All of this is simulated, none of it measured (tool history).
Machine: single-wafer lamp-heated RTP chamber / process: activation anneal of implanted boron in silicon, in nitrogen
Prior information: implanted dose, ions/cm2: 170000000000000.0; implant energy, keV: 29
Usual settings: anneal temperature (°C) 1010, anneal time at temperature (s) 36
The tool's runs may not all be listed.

| run | hour | anneal temperature (°C) | anneal time at temperature (s) | read-back reference wafer on the same gauge, sheet resistance | sheet resistance of the implanted and annealed layer (ohm/square) |
|---|---|---|---|---|---|
| 1 | 0 | 992 | 36 | 513.92 | 501.39 |
| 2 | 12.9 | 992 | 36 | 513.84 | 500.98 |
| 3 | 21.4 | 992 | 36 | 513.39 | 499.92 |
| 4 | 39.3 | 1027 | 25 | 513.27 | 498.3 |
| 5 | 46.8 | 1027 | 25 | 513.33 | 498.76 |
| 6 | 59.2 | 1033 | 36 | 513.07 | 498.46 |
| 7 | 75.1 | 1010 | 51 | 512.73 | 496.41 |
| 8 | 86.2 | 1010 | 51 | 512.77 | 495.84 |
| 9 | 101 | 1010 | 36 | 512.39 | 496.31 |
| 10 | 110.5 | 1010 | 36 | 512.58 | 496.86 |
| 11 | 123.3 | 1010 | 36 | 512.47 | 497.08 |
|  | 142.3 | pyrometer window cleaned and pyrometer calibrated |
| 12 | 142.8 | 1010 | 36 | 512.23 | 497.34 |
| 13 | 156 | 1010 | 36 | 512.16 | 496 |
| 14 | 169.8 | 1010 | 36 | 512.1 | 496.19 |
| 15 | 177 | 1010 | 36 | 512.08 | 495.85 |
| 16 | 183.2 | 1010 | 36 | 512.02 | 497.5 |
| 17 | 189.6 | 1010 | 36 | 512.17 | 496.26 |
| 18 | 200.5 | 1002 | 50 | 512.07 | 497.03 |
| 19 | 207.4 | 998 | 36 | 511.54 | 496.44 |
|  | 210.6 | gauge calibrated |
| 20 | 226.4 | 1032 | 49 | 518.81 | 502.47 |
| 21 | 235.1 | 985 | 36 | 518.65 | 506.47 |
| 22 | 252.1 | 989 | 53 | 518 | 504.65 |
| 23 | 260.3 | 1036 | 27 | 517.56 | 501.67 |
|  | 281.8 | pyrometer window cleaned and pyrometer calibrated |
| 24 | 282.3 | 1010 | 22 | 516.54 | 503.36 |
| 25 | 291.7 | 985 | 46 | 516.25 | 505 |
| 26 | 304.2 | 999 | 27 | 515.86 | 503 |
|  | 316.3 | reflector plate cleaned |
| 27 | 327.8 | 1037 | 55 | 515.04 | 498.29 |
| 28 | 333.8 | 1010 | 36 | 514.76 | 500.7 |
| 29 | 349.1 | 1010 | 53 | 514.71 | 498.07 |
| 30 | 363.6 | 1010 | 36 | 514.16 | 498.09 |
| 31 | 378.8 | 1010 | 57 | 513.82 | 496.71 |
| 32 | 392.9 | 1010 | 36 | 513.71 | 497.32 |
|  | 407.1 | pyrometer window cleaned and pyrometer calibrated |
| 33 | 407.6 | 985 | 53 | 513.45 | 500.01 |
| 34 | 422.5 | 1010 | 36 | 513.15 | 499.11 |

5 ways to go on from here, each from the tool as it stands after run 34. What would each give?
| A | 422.9 | 1010 | 36 | ? | ? |
| B | 422.9 | 1037 | 50 | ? | ? |
| C | 422.9 | 1019 | 20 | ? | ? |
| D | 422.9 | 984 | 36 | ? | ? |
| E | 422.9 | 1026 | 36 | ? | ? |

| run | read-back reference wafer on the same gauge, sheet resistance | sheet resistance of the implanted and annealed layer (ohm/square) |
|---|---|---|
| A | 513.16 | 498.18 |
| B | 513.16 | 496.63 |
| C | 513.16 | 498.85 |
| D | 513.16 | 503.11 |
| E | 513.16 | 497.63 |
With no hidden state in the tool, these same runs would have given:
| run | sheet resistance of the implanted and annealed layer (ohm/square) |
|---|---|
| A | 504.77 |
| B | 503.19 |
| C | 505.44 |
| D | 509.76 |
| E | 504.21 |
